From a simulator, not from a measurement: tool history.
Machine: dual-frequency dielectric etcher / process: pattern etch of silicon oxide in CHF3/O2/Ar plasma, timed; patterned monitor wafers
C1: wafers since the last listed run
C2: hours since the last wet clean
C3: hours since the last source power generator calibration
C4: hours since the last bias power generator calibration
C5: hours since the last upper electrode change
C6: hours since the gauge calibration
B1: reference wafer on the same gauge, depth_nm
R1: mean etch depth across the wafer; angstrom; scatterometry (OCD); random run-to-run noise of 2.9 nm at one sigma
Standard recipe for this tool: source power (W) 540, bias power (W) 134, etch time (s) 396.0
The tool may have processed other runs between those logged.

{"run": 1, "day": 0.0, "source power (W)": 540, "bias power (W)": 134, "etch time (s)": 396.0, "C1": 0, "C2": 268.0, "C3": 2891.4, "C4": 1474.8, "C5": 5302.4, "C6": 123.2, "B1": 684.6, "R1": 5745}
{"day": 3.204, "done": "wet clean of the chamber"}
{"run": 2, "day": 3.654, "source power (W)": 540, "bias power (W)": 134, "etch time (s)": 396.0, "C1": 217, "C2": 10.8, "C3": 2979.1, "C4": 1562.5, "C5": 5390.1, "C6": 210.9, "B1": 684.6, "R1": 6044}
{"run": 3, "day": 7.467, "source power (W)": 540, "bias power (W)": 134, "etch time (s)": 396.0, "C1": 312, "C2": 102.3, "C3": 3070.6, "C4": 1654.0, "C5": 5481.6, "C6": 302.4, "B1": 684.6, "R1": 6039}
{"run": 4, "day": 10.642, "source power (W)": 540, "bias power (W)": 134, "etch time (s)": 396.0, "C1": 260, "C2": 178.5, "C3": 3146.8, "C4": 1730.2, "C5": 5557.8, "C6": 378.6, "B1": 684.0, "R1": 5942}
{"run": 5, "day": 14.779, "source power (W)": 540, "bias power (W)": 134, "etch time (s)": 396.0, "C1": 339, "C2": 277.8, "C3": 3246.1, "C4": 1829.5, "C5": 5657.1, "C6": 477.9, "B1": 684.5, "R1": 5850}
{"run": 6, "day": 16.725, "source power (W)": 540, "bias power (W)": 134, "etch time (s)": 396.0, "C1": 159, "C2": 324.5, "C3": 3292.8, "C4": 1876.2, "C5": 5703.8, "C6": 524.6, "B1": 683.6, "R1": 5865}
{"run": 7, "day": 20.133, "source power (W)": 540, "bias power (W)": 134, "etch time (s)": 396.0, "C1": 279, "C2": 406.3, "C3": 3374.6, "C4": 1958.0, "C5": 5785.6, "C6": 606.4, "B1": 684.5, "R1": 5816}
{"day": 21.254, "done": "wet clean of the chamber"}
{"run": 8, "day": 22.042, "source power (W)": 540, "bias power (W)": 134, "etch time (s)": 396.0, "C1": 74, "C2": 18.9, "C3": 3420.4, "C4": 2003.8, "C5": 5831.4, "C6": 652.2, "B1": 684.1, "R1": 6065}
{"day": 24.721, "done": "gauge calibrated"}
{"day": 26.079, "done": "upper electrode replaced"}
{"run": 9, "day": 26.1, "source power (W)": 540, "bias power (W)": 134, "etch time (s)": 396.0, "C1": 250, "C2": 116.3, "C3": 3517.8, "C4": 2101.2, "C5": 0.5, "C6": 33.1, "B1": 684.3, "R1": 6004}
{"run": 10, "day": 30.317, "source power (W)": 540, "bias power (W)": 154, "etch time (s)": 468.5, "C1": 345, "C2": 217.5, "C3": 3619.0, "C4": 2202.4, "C5": 101.7, "C6": 134.3, "B1": 685.5, "R1": 7558}
{"day": 30.492, "done": "bias power generator calibrated"}
{"run": 11, "day": 33.521, "source power (W)": 670, "bias power (W)": 106, "etch time (s)": 485.5, "C1": 248, "C2": 294.4, "C3": 3695.9, "C4": 72.7, "C5": 178.6, "C6": 211.2, "B1": 683.4, "R1": 6992}
{"day": 35.521, "done": "wet clean of the chamber"}
{"run": 12, "day": 35.542, "source power (W)": 480, "bias power (W)": 165, "etch time (s)": 396.0, "C1": 83, "C2": 0.5, "C3": 3744.4, "C4": 121.2, "C5": 227.1, "C6": 259.7, "B1": 683.7, "R1": 6312}
{"run": 13, "day": 37.6, "source power (W)": 540, "bias power (W)": 134, "etch time (s)": 396.0, "C1": 168, "C2": 49.9, "C3": 3793.8, "C4": 170.6, "C5": 276.5, "C6": 309.1, "B1": 684.1, "R1": 5953}
{"run": 14, "day": 39.696, "source power (W)": 410, "bias power (W)": 134, "etch time (s)": 428.0, "C1": 171, "C2": 100.2, "C3": 3844.1, "C4": 220.9, "C5": 326.8, "C6": 359.4, "B1": 682.4, "R1": 5565}
{"day": 40.804, "done": "source power generator calibrated"}
{"day": 49.4, "done": "wet clean of the chamber"}
{"run": 15, "day": 51.654, "source power (W)": 540, "bias power (W)": 134, "etch time (s)": 396.0, "C1": 884, "C2": 54.1, "C3": 260.4, "C4": 507.9, "C5": 613.8, "C6": 646.4, "B1": 683.7, "R1": 5991}
{"run": 16, "day": 53.667, "source power (W)": 490, "bias power (W)": 148, "etch time (s)": 364.0, "C1": 164, "C2": 102.4, "C3": 308.7, "C4": 556.2, "C5": 662.1, "C6": 694.7, "B1": 683.8, "R1": 5480}
{"run": 17, "day": 55.662, "source power (W)": 500, "bias power (W)": 103, "etch time (s)": 493.0, "C1": 163, "C2": 150.3, "C3": 356.6, "C4": 604.1, "C5": 710.0, "C6": 742.6, "B1": 682.7, "R1": 6190}
{"day": 57.079, "done": "gauge calibrated"}
{"run": 18, "day": 59.212, "source power (W)": 540, "bias power (W)": 134, "etch time (s)": 396.0, "C1": 290, "C2": 235.5, "C3": 441.8, "C4": 689.3, "C5": 795.2, "C6": 51.2, "B1": 683.9, "R1": 5829}

A few steps of R1 between consecutive runs. Split each: what settings, incoming material and random variation would produce without the hidden state, and what is left over for the hidden state, along with gauge scatter present in only one of the two compared results (measured, and without hidden state):
Hidden conditions of the tool in this case: etch rate over this chamber's usual, %; source power that arrives over what is set, %; bias power that arrives over what is set, %; gauge reads high (%).
Run 7 -> 8: wet clean of the chamber. R1 +249 angstrom: hidden state +303, all else -54.
Run 9 -> 10: bias power (W) 134 -> 154, etch time (s) 396.0 -> 468.5. R1 +1554 angstrom: hidden state -124, all else +1678.
